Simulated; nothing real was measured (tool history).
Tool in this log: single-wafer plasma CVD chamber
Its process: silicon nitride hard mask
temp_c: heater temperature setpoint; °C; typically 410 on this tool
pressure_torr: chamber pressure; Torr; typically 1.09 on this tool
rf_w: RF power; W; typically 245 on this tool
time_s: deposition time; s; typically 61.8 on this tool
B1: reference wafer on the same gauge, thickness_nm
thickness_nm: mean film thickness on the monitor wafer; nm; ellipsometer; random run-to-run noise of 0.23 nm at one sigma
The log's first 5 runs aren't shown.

{"hour": 117.2, "done": "gauge calibrated"}
{"run": 6, "hour": 133.1, "temp_c": 422, "pressure_torr": 1.09, "rf_w": 245, "time_s": 61.8, "B1": 49.861, "thickness_nm": 50.347}
{"run": 7, "hour": 164.4, "temp_c": 410, "pressure_torr": 1.09, "rf_w": 245, "time_s": 54.3, "B1": 49.974, "thickness_nm": 44.195}
{"run": 8, "hour": 198.5, "temp_c": 410, "pressure_torr": 1.09, "rf_w": 245, "time_s": 54.3, "B1": 49.898, "thickness_nm": 44.291}
{"run": 9, "hour": 278.4, "temp_c": 410, "pressure_torr": 1.09, "rf_w": 245, "time_s": 61.8, "B1": 49.803, "thickness_nm": 50.327}
{"run": 10, "hour": 306.4, "temp_c": 410, "pressure_torr": 1.09, "rf_w": 245, "time_s": 61.8, "B1": 49.854, "thickness_nm": 50.21}
{"run": 11, "hour": 318.7, "temp_c": 410, "pressure_torr": 1.09, "rf_w": 245, "time_s": 61.8, "B1": 49.868, "thickness_nm": 50.144}
{"hour": 344.8, "done": "thermocouple changed; heater temperature recalibrated"}
{"run": 12, "hour": 347.7, "temp_c": 410, "pressure_torr": 1.09, "rf_w": 245, "time_s": 61.8, "B1": 49.929, "thickness_nm": 50.53}
{"run": 13, "hour": 373.2, "temp_c": 410, "pressure_torr": 1.09, "rf_w": 245, "time_s": 61.8, "B1": 49.934, "thickness_nm": 50.302}
{"run": 14, "hour": 397.6, "temp_c": 410, "pressure_torr": 1.09, "rf_w": 245, "time_s": 61.8, "B1": 49.861, "thickness_nm": 50.551}
{"hour": 446.4, "done": "RF generator calibrated"}
{"run": 15, "hour": 502.9, "temp_c": 417, "pressure_torr": 1.33, "rf_w": 245, "time_s": 53.0, "B1": 49.843, "thickness_nm": 46.94}
{"run": 16, "hour": 522.5, "temp_c": 405, "pressure_torr": 1.27, "rf_w": 290, "time_s": 74.1, "B1": 49.903, "thickness_nm": 70.143}
{"run": 17, "hour": 542.3, "temp_c": 416, "pressure_torr": 1.09, "rf_w": 200, "time_s": 51.0, "B1": 49.95, "thickness_nm": 38.752}
{"run": 18, "hour": 558.7, "temp_c": 405, "pressure_torr": 1.34, "rf_w": 230, "time_s": 50.2, "B1": 49.965, "thickness_nm": 43.178}
{"hour": 568.2, "done": "showerhead replaced"}
{"run": 19, "hour": 587.2, "temp_c": 410, "pressure_torr": 1.09, "rf_w": 245, "time_s": 61.8, "B1": 50.01, "thickness_nm": 51.739}
{"hour": 601.7, "done": "capacitance manometer re-zeroed and calibrated"}
{"run": 20, "hour": 607.0, "temp_c": 420, "pressure_torr": 0.86, "rf_w": 275, "time_s": 61.8, "B1": 49.907, "thickness_nm": 50.83}
{"run": 21, "hour": 640.1, "temp_c": 397, "pressure_torr": 1.09, "rf_w": 245, "time_s": 58.0, "B1": 49.946, "thickness_nm": 48.521}
{"hour": 654.4, "done": "gauge calibrated"}
{"run": 22, "hour": 668.6, "temp_c": 410, "pressure_torr": 1.09, "rf_w": 245, "time_s": 61.8, "B1": 49.909, "thickness_nm": 51.268}
{"run": 23, "hour": 687.6, "temp_c": 410, "pressure_torr": 0.88, "rf_w": 200, "time_s": 61.8, "B1": 49.891, "thickness_nm": 43.215}
{"run": 24, "hour": 703.5, "temp_c": 410, "pressure_torr": 0.95, "rf_w": 195, "time_s": 73.4, "B1": 49.853, "thickness_nm": 52.335}
{"run": 25, "hour": 721.6, "temp_c": 410, "pressure_torr": 1.09, "rf_w": 245, "time_s": 61.8, "B1": 49.893, "thickness_nm": 50.974}
{"run": 26, "hour": 754.1, "temp_c": 410, "pressure_torr": 1.09, "rf_w": 220, "time_s": 51.2, "B1": 49.917, "thickness_nm": 39.832}
{"run": 27, "hour": 767.7, "temp_c": 405, "pressure_torr": 0.98, "rf_w": 235, "time_s": 61.8, "B1": 49.866, "thickness_nm": 48.202}
{"run": 28, "hour": 819.9, "temp_c": 403, "pressure_torr": 1.09, "rf_w": 265, "time_s": 65.5, "B1": 49.834, "thickness_nm": 56.183}
{"run": 29, "hour": 836.1, "temp_c": 410, "pressure_torr": 1.09, "rf_w": 245, "time_s": 61.8, "B1": 49.881, "thickness_nm": 50.798}
{"run": 30, "hour": 851.3, "temp_c": 410, "pressure_torr": 1.09, "rf_w": 245, "time_s": 61.8, "B1": 49.932, "thickness_nm": 50.968}

Here are 3 independent what-if runs from the current tool condition. What would each one return?
{"run": "A", "hour": 851.7, "temp_c": 410, "pressure_torr": 1.09, "rf_w": 245, "time_s": 61.8, "B1": "?", "thickness_nm": "?"}
{"run": "B", "hour": 851.7, "temp_c": 410, "pressure_torr": 1.01, "rf_w": 220, "time_s": 61.8, "B1": "?", "thickness_nm": "?"}
{"run": "C", "hour": 851.7, "temp_c": 410, "pressure_torr": 1.09, "rf_w": 245, "time_s": 67.9, "B1": "?", "thickness_nm": "?"}

run=A B1=49.850 thickness_nm=50.620
run=B B1=49.850 thickness_nm=46.895
run=C B1=49.850 thickness_nm=55.608
With the hidden condition removed and each run's random variation left untouched, the same runs would have given:
run=A thickness_nm=52.454
run=B thickness_nm=48.685
run=C thickness_nm=57.622
